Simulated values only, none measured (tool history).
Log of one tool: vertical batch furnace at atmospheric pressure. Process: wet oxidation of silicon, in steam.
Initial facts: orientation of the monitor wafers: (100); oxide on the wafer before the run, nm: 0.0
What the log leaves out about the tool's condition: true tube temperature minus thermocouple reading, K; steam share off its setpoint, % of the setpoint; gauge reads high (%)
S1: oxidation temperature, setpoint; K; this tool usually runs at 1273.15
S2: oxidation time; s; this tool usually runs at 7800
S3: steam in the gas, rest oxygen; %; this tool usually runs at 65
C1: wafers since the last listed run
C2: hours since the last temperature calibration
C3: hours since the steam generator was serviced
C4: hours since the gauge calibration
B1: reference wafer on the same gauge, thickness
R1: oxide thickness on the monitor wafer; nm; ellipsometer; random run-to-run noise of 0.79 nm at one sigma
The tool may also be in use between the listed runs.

run 1 day=0.000 | S1=1273.15 S2=9450 S3=65 | C1=0 C2=4170.9 C3=3769.4 C4=173.4 | B1=481.70 | R1=566.80
run 2 day=0.496 | S1=1273.15 S2=9450 S3=65 | C1=81 C2=4182.8 C3=3781.3 C4=185.3 | B1=481.71 | R1=566.55
run 3 day=1.283 | S1=1273.15 S2=4920 S3=71 | C1=129 C2=4201.7 C3=3800.2 C4=204.2 | B1=482.27 | R1=387.97
run 4 day=2.154 | S1=1273.15 S2=4920 S3=71 | C1=143 C2=4222.6 C3=3821.1 C4=225.1 | B1=482.05 | R1=387.86
run 5 day=3.238 | S1=1273.15 S2=7800 S3=65 | C1=178 C2=4248.6 C3=3847.1 C4=251.1 | B1=481.90 | R1=498.25
-- day=4.629 steam generator serviced
run 6 day=4.650 | S1=1273.15 S2=7800 S3=65 | C1=67 C2=4282.5 C3=0.5 C4=285.0 | B1=482.05 | R1=527.98
run 7 day=4.962 | S1=1273.15 S2=7800 S3=65 | C1=51 C2=4290.0 C3=8.0 C4=292.5 | B1=481.94 | R1=528.19
run 8 day=5.958 | S1=1273.15 S2=7800 S3=65 | C1=163 C2=4313.9 C3=31.9 C4=316.4 | B1=482.26 | R1=527.83
run 9 day=6.533 | S1=1273.15 S2=7800 S3=65 | C1=94 C2=4327.7 C3=45.7 C4=330.2 | B1=482.09 | R1=527.48
-- day=7.650 thermocouples replaced and temperature profile calibrated
run 10 day=7.671 | S1=1281.15 S2=10980 S3=65 | C1=22 C2=0.5 C3=73.0 C4=357.5 | B1=481.83 | R1=685.63

Run 11 comes next. What will it give?
run 11 day=8.579 | S1=1273.15 S2=7800 S3=65 | C1=149 C2=22.3 C3=94.8 C4=379.3 | B1=? | R1=?

{"run 11": {"B1": 482.38, "R1": 525.81}}
Were there no unlogged condition in the tool, this run, its random variation unchanged, would have produced R1 528.78 nm.
